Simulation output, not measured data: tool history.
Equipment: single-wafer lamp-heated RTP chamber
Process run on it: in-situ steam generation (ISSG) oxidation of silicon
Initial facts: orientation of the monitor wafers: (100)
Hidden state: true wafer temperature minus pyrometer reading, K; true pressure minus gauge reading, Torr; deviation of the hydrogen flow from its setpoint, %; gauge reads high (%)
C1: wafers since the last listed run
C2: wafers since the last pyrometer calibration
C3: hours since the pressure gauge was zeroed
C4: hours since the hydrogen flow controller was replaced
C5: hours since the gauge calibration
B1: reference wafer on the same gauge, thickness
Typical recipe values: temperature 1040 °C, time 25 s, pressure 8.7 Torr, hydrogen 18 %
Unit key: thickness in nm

{"run": 1, "day": 0.0, "temperature": 1040, "time": 25, "pressure": 8.7, "hydrogen": 18, "C1": 0, "C2": 4059, "C3": 970.5, "C4": 3962.3, "C5": 787.3, "B1": 6.304, "thickness": 7.587}
{"day": 2.996, "done": "pyrometer window cleaned and pyrometer calibrated"}
{"run": 2, "day": 3.396, "temperature": 1040, "time": 25, "pressure": 8.7, "hydrogen": 18, "C1": 876, "C2": 114, "C3": 1052, "C4": 4043.8, "C5": 868.8, "B1": 6.299, "thickness": 7.516}
{"run": 3, "day": 5.892, "temperature": 1040, "time": 25, "pressure": 8.7, "hydrogen": 18, "C1": 714, "C2": 828, "C3": 1111.9, "C4": 4103.7, "C5": 928.7, "B1": 6.303, "thickness": 7.511}
{"run": 4, "day": 9.279, "temperature": 1040, "time": 25, "pressure": 8.7, "hydrogen": 11, "C1": 969, "C2": 1797, "C3": 1193.2, "C4": 4185, "C5": 1010, "B1": 6.301, "thickness": 6.797}
{"run": 5, "day": 11.904, "temperature": 1040, "time": 20, "pressure": 8.7, "hydrogen": 18, "C1": 751, "C2": 2549, "C3": 1256.2, "C4": 4248, "C5": 1073, "B1": 6.298, "thickness": 6.711}
{"run": 6, "day": 13.821, "temperature": 1040, "time": 20, "pressure": 8.7, "hydrogen": 18, "C1": 548, "C2": 3097, "C3": 1302.2, "C4": 4294, "C5": 1119, "B1": 6.294, "thickness": 6.716}
{"run": 7, "day": 16.638, "temperature": 1040, "time": 25, "pressure": 8.7, "hydrogen": 18, "C1": 805, "C2": 3903, "C3": 1369.8, "C4": 4361.6, "C5": 1186.6, "B1": 6.303, "thickness": 7.556}
{"run": 8, "day": 19.4, "temperature": 1040, "time": 25, "pressure": 8.7, "hydrogen": 18, "C1": 790, "C2": 4693, "C3": 1436.1, "C4": 4427.9, "C5": 1252.9, "B1": 6.306, "thickness": 7.631}
{"day": 20.179, "done": "pyrometer window cleaned and pyrometer calibrated"}
{"run": 9, "day": 23.742, "temperature": 1040, "time": 25, "pressure": 8.7, "hydrogen": 18, "C1": 1146, "C2": 1019, "C3": 1540.3, "C4": 4532.1, "C5": 1357.1, "B1": 6.305, "thickness": 7.667}
{"run": 10, "day": 27.158, "temperature": 1040, "time": 25, "pressure": 8.7, "hydrogen": 18, "C1": 977, "C2": 1996, "C3": 1622.3, "C4": 4614.1, "C5": 1439.1, "B1": 6.292, "thickness": 7.708}
{"run": 11, "day": 31.021, "temperature": 1040, "time": 25, "pressure": 8.7, "hydrogen": 18, "C1": 1105, "C2": 3102, "C3": 1715, "C4": 4706.8, "C5": 1531.8, "B1": 6.294, "thickness": 7.752}
{"day": 35.012, "done": "pyrometer window cleaned and pyrometer calibrated, repeated, since the last time left the tool worse"}
{"run": 12, "day": 40.858, "temperature": 1048, "time": 25, "pressure": 8.7, "hydrogen": 18, "C1": 2719, "C2": 1672, "C3": 1951.1, "C4": 4942.9, "C5": 1767.9, "B1": 6.306, "thickness": 7.881}
{"run": 13, "day": 43.588, "temperature": 1048, "time": 25, "pressure": 8.7, "hydrogen": 18, "C1": 780, "C2": 2453, "C3": 2016.6, "C4": 5008.4, "C5": 1833.4, "B1": 6.301, "thickness": 7.896}
{"run": 14, "day": 46.121, "temperature": 1027, "time": 25, "pressure": 9.2, "hydrogen": 18, "C1": 724, "C2": 3178, "C3": 2077.4, "C4": 5069.2, "C5": 1894.2, "B1": 6.292, "thickness": 6.989}
{"run": 15, "day": 47.933, "temperature": 1040, "time": 25, "pressure": 8.7, "hydrogen": 18, "C1": 518, "C2": 3696, "C3": 2120.9, "C4": 5112.7, "C5": 1937.7, "B1": 6.303, "thickness": 7.524}
{"day": 50.979, "done": "pyrometer window cleaned and pyrometer calibrated"}
{"run": 16, "day": 52.112, "temperature": 1053, "time": 31, "pressure": 8, "hydrogen": 18, "C1": 1100, "C2": 324, "C3": 2221.2, "C4": 5213, "C5": 2038, "B1": 6.299, "thickness": 9.116}
{"day": 52.671, "done": "hydrogen flow controller replaced"}
{"run": 17, "day": 55.538, "temperature": 1040, "time": 25, "pressure": 9.5, "hydrogen": 24, "C1": 884, "C2": 1209, "C3": 2303.4, "C4": 68.8, "C5": 2120.2, "B1": 6.3, "thickness": 7.931}
{"run": 18, "day": 59.746, "temperature": 1040, "time": 25, "pressure": 8.7, "hydrogen": 18, "C1": 1204, "C2": 2413, "C3": 2404.4, "C4": 169.8, "C5": 2221.2, "B1": 6.297, "thickness": 7.515}
{"run": 19, "day": 61.446, "temperature": 1034, "time": 25, "pressure": 7.9, "hydrogen": 26, "C1": 486, "C2": 2899, "C3": 2445.2, "C4": 210.6, "C5": 2262, "B1": 6.3, "thickness": 8.005}
{"day": 62.475, "done": "pressure gauge zeroed"}
{"run": 20, "day": 65.546, "temperature": 1058, "time": 17, "pressure": 7.8, "hydrogen": 27, "C1": 1077, "C2": 3977, "C3": 73.7, "C4": 309, "C5": 2360.4, "B1": 6.306, "thickness": 7.583}
{"day": 66.496, "done": "gauge calibrated"}
{"run": 21, "day": 67.588, "temperature": 1027, "time": 25, "pressure": 9.2, "hydrogen": 18, "C1": 584, "C2": 4561, "C3": 122.7, "C4": 358, "C5": 26.2, "B1": 6.301, "thickness": 7.063}
{"day": 69.967, "done": "pyrometer window cleaned and pyrometer calibrated"}
{"run": 22, "day": 71.671, "temperature": 1024, "time": 25, "pressure": 9.7, "hydrogen": 12, "C1": 1072, "C2": 487, "C3": 220.7, "C4": 456, "C5": 124.2, "B1": 6.304, "thickness": 6.261}
{"run": 23, "day": 76.15, "temperature": 1026, "time": 33, "pressure": 8.7, "hydrogen": 11, "C1": 1281, "C2": 1768, "C3": 328.2, "C4": 563.5, "C5": 231.7, "B1": 6.298, "thickness": 7.32}
{"run": 24, "day": 79.012, "temperature": 1051, "time": 25, "pressure": 7.8, "hydrogen": 24, "C1": 819, "C2": 2587, "C3": 396.9, "C4": 632.2, "C5": 300.4, "B1": 6.302, "thickness": 8.582}
{"run": 25, "day": 82.433, "temperature": 1034, "time": 30, "pressure": 9.1, "hydrogen": 18, "C1": 978, "C2": 3566, "C3": 479, "C4": 714.3, "C5": 382.5, "B1": 6.306, "thickness": 8.054}
{"run": 26, "day": 84.358, "temperature": 1040, "time": 25, "pressure": 8.7, "hydrogen": 18, "C1": 550, "C2": 4117, "C3": 525.2, "C4": 760.5, "C5": 428.7, "B1": 6.295, "thickness": 7.575}
{"day": 87.175, "done": "pyrometer window cleaned and pyrometer calibrated"}
{"run": 27, "day": 87.196, "temperature": 1050, "time": 30, "pressure": 8.7, "hydrogen": 14, "C1": 716, "C2": 5, "C3": 593.3, "C4": 828.6, "C5": 496.8, "B1": 6.305, "thickness": 8.286}

Alternative continuations, all from the tool just after run 27; predict every row:
{"run": "A", "day": 87.212, "temperature": 1040, "time": 25, "pressure": 8.7, "hydrogen": 18, "C1": 4, "C2": 10, "C3": 593.7, "C4": 829, "C5": 497.2, "B1": "?", "thickness": "?"}
{"run": "B", "day": 87.212, "temperature": 1025, "time": 25, "pressure": 8.7, "hydrogen": 18, "C1": 4, "C2": 10, "C3": 593.7, "C4": 829, "C5": 497.2, "B1": "?", "thickness": "?"}
{"run": "C", "day": 87.212, "temperature": 1048, "time": 25, "pressure": 9.8, "hydrogen": 27, "C1": 4, "C2": 10, "C3": 593.7, "C4": 829, "C5": 497.2, "B1": "?", "thickness": "?"}
{"run": "D", "day": 87.212, "temperature": 1040, "time": 31, "pressure": 9.1, "hydrogen": 12, "C1": 4, "C2": 10, "C3": 593.7, "C4": 829, "C5": 497.2, "B1": "?", "thickness": "?"}

run=A B1=6.297 thickness=7.471
run=B B1=6.297 thickness=6.91
run=C B1=6.297 thickness=8.399
run=D B1=6.297 thickness=7.696
Without the tool's hidden state the same runs would have given:
run=A thickness=7.457
run=B thickness=6.899
run=C thickness=8.383
run=D thickness=7.682
